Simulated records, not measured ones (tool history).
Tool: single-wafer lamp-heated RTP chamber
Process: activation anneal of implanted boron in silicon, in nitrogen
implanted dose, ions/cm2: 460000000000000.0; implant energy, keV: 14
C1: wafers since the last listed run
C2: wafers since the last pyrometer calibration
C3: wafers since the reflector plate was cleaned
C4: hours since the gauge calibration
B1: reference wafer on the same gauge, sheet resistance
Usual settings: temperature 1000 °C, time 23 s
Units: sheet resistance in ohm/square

{"run": 1, "hour": 0.0, "temperature": 1000, "time": 23, "C1": 0, "C2": 2400, "C3": 9133, "C4": 1076.8, "B1": 191.02, "sheet resistance": 233.34}
{"run": 2, "hour": 102.9, "temperature": 1000, "time": 23, "C1": 1772, "C2": 4173, "C3": 10905, "C4": 1179.7, "B1": 190.98, "sheet resistance": 233.15}
{"run": 3, "hour": 160.9, "temperature": 993, "time": 29, "C1": 999, "C2": 5172, "C3": 11905, "C4": 1237.7, "B1": 190.97, "sheet resistance": 233.5}
{"run": 4, "hour": 201.7, "temperature": 993, "time": 29, "C1": 702, "C2": 5875, "C3": 12607, "C4": 1278.5, "B1": 191, "sheet resistance": 235.07}
{"hour": 251.1, "done": "reflector plate cleaned"}
{"hour": 252.0, "done": "pyrometer window cleaned and pyrometer calibrated"}
{"run": 5, "hour": 274.2, "temperature": 1000, "time": 23, "C1": 1094, "C2": 381, "C3": 381, "C4": 1351, "B1": 190.99, "sheet resistance": 234.39}
{"run": 6, "hour": 337.9, "temperature": 1000, "time": 23, "C1": 1097, "C2": 1478, "C3": 1478, "C4": 1414.7, "B1": 190.99, "sheet resistance": 233.89}
{"run": 7, "hour": 518.9, "temperature": 1000, "time": 23, "C1": 3117, "C2": 4596, "C3": 4596, "C4": 1595.7, "B1": 190.95, "sheet resistance": 234}
{"run": 8, "hour": 599.7, "temperature": 1000, "time": 19, "C1": 1391, "C2": 5988, "C3": 5988, "C4": 1676.5, "B1": 190.99, "sheet resistance": 234.85}
{"hour": 631.6, "done": "pyrometer window cleaned and pyrometer calibrated"}
{"run": 9, "hour": 662.7, "temperature": 1000, "time": 23, "C1": 947, "C2": 535, "C3": 6935, "C4": 1739.5, "B1": 191.01, "sheet resistance": 233.73}
{"run": 10, "hour": 769.1, "temperature": 1000, "time": 23, "C1": 1832, "C2": 2368, "C3": 8768, "C4": 1845.9, "B1": 190.93, "sheet resistance": 233.32}
{"run": 11, "hour": 813.8, "temperature": 1008, "time": 23, "C1": 769, "C2": 3138, "C3": 9538, "C4": 1890.6, "B1": 191.03, "sheet resistance": 232.85}
{"hour": 876.9, "done": "gauge calibrated"}
{"run": 12, "hour": 900.3, "temperature": 1008, "time": 23, "C1": 1489, "C2": 4628, "C3": 11028, "C4": 23.4, "B1": 191.04, "sheet resistance": 231.11}
{"run": 13, "hour": 954.4, "temperature": 1000, "time": 23, "C1": 931, "C2": 5560, "C3": 11959, "C4": 77.5, "B1": 191.02, "sheet resistance": 233.18}
{"run": 14, "hour": 993.1, "temperature": 982, "time": 23, "C1": 666, "C2": 6226, "C3": 12626, "C4": 116.2, "B1": 190.97, "sheet resistance": 236.81}
{"hour": 1073.6, "done": "pyrometer window cleaned and pyrometer calibrated"}
{"run": 15, "hour": 1098.3, "temperature": 1000, "time": 35, "C1": 1674, "C2": 426, "C3": 14300, "C4": 221.4, "B1": 190.96, "sheet resistance": 231.76}
{"run": 16, "hour": 1169.6, "temperature": 1000, "time": 23, "C1": 1228, "C2": 1654, "C3": 15528, "C4": 292.7, "B1": 190.99, "sheet resistance": 232.93}
{"hour": 1192.6, "done": "reflector plate cleaned"}
{"run": 17, "hour": 1265.9, "temperature": 1000, "time": 23, "C1": 1520, "C2": 3175, "C3": 1262, "C4": 389, "B1": 191.01, "sheet resistance": 234.64}
{"run": 18, "hour": 1304.7, "temperature": 1000, "time": 31, "C1": 668, "C2": 3843, "C3": 1930, "C4": 427.8, "B1": 191.01, "sheet resistance": 233.2}
{"run": 19, "hour": 1391.4, "temperature": 1000, "time": 23, "C1": 1493, "C2": 5336, "C3": 3423, "C4": 514.5, "B1": 190.93, "sheet resistance": 235.19}
{"run": 20, "hour": 1460.2, "temperature": 1008, "time": 18, "C1": 1185, "C2": 6521, "C3": 4608, "C4": 583.3, "B1": 190.99, "sheet resistance": 233.36}
{"hour": 1476.3, "done": "pyrometer window cleaned and pyrometer calibrated"}
{"run": 21, "hour": 1551.3, "temperature": 983, "time": 18, "C1": 1431, "C2": 1292, "C3": 6040, "C4": 674.4, "B1": 191.05, "sheet resistance": 239.29}
{"run": 22, "hour": 1624.1, "temperature": 985, "time": 10, "C1": 1253, "C2": 2546, "C3": 7294, "C4": 747.2, "B1": 190.99, "sheet resistance": 241.73}
{"run": 23, "hour": 1745.3, "temperature": 984, "time": 34, "C1": 2087, "C2": 4633, "C3": 9381, "C4": 868.4, "B1": 190.98, "sheet resistance": 236.02}
{"run": 24, "hour": 1794.3, "temperature": 1000, "time": 23, "C1": 844, "C2": 5477, "C3": 10225, "C4": 917.4, "B1": 190.99, "sheet resistance": 234}
{"hour": 1878.3, "done": "pyrometer window cleaned and pyrometer calibrated"}
{"run": 25, "hour": 1886.3, "temperature": 1024, "time": 28, "C1": 1446, "C2": 137, "C3": 11672, "C4": 1009.4, "B1": 191.07, "sheet resistance": 230.16}
{"run": 26, "hour": 1955.3, "temperature": 1028, "time": 23, "C1": 1188, "C2": 1326, "C3": 12861, "C4": 1078.4, "B1": 191.01, "sheet resistance": 230.16}
{"hour": 2008.5, "done": "reflector plate cleaned"}
{"run": 27, "hour": 2009.3, "temperature": 980, "time": 34, "C1": 792, "C2": 2118, "C3": 14, "C4": 1132.4, "B1": 191.03, "sheet resistance": 240.18}

The tool's hidden state at each run:
true wafer temperature minus pyrometer reading, K: 0 in every run
gauge reads high (%): 0 in every run
H1: wafer temperature error from the tarnished reflector plate, K
run=1 H1=5.52
run=2 H1=6.47
run=3 H1=7
run=4 H1=7.38
run=5 H1=1.41
run=6 H1=2
run=7 H1=3.66
run=8 H1=4.41
run=9 H1=4.99
run=10 H1=5.97
run=11 H1=6.38
run=12 H1=7.17
run=13 H1=7.67
run=14 H1=8.03
run=15 H1=8.99
run=16 H1=9.65
run=17 H1=1.5
run=18 H1=1.86
run=19 H1=2.66
run=20 H1=3.29
run=21 H1=4.13
run=22 H1=4.8
run=23 H1=5.91
run=24 H1=6.37
run=25 H1=7.21
run=26 H1=7.85
run=27 H1=0.229
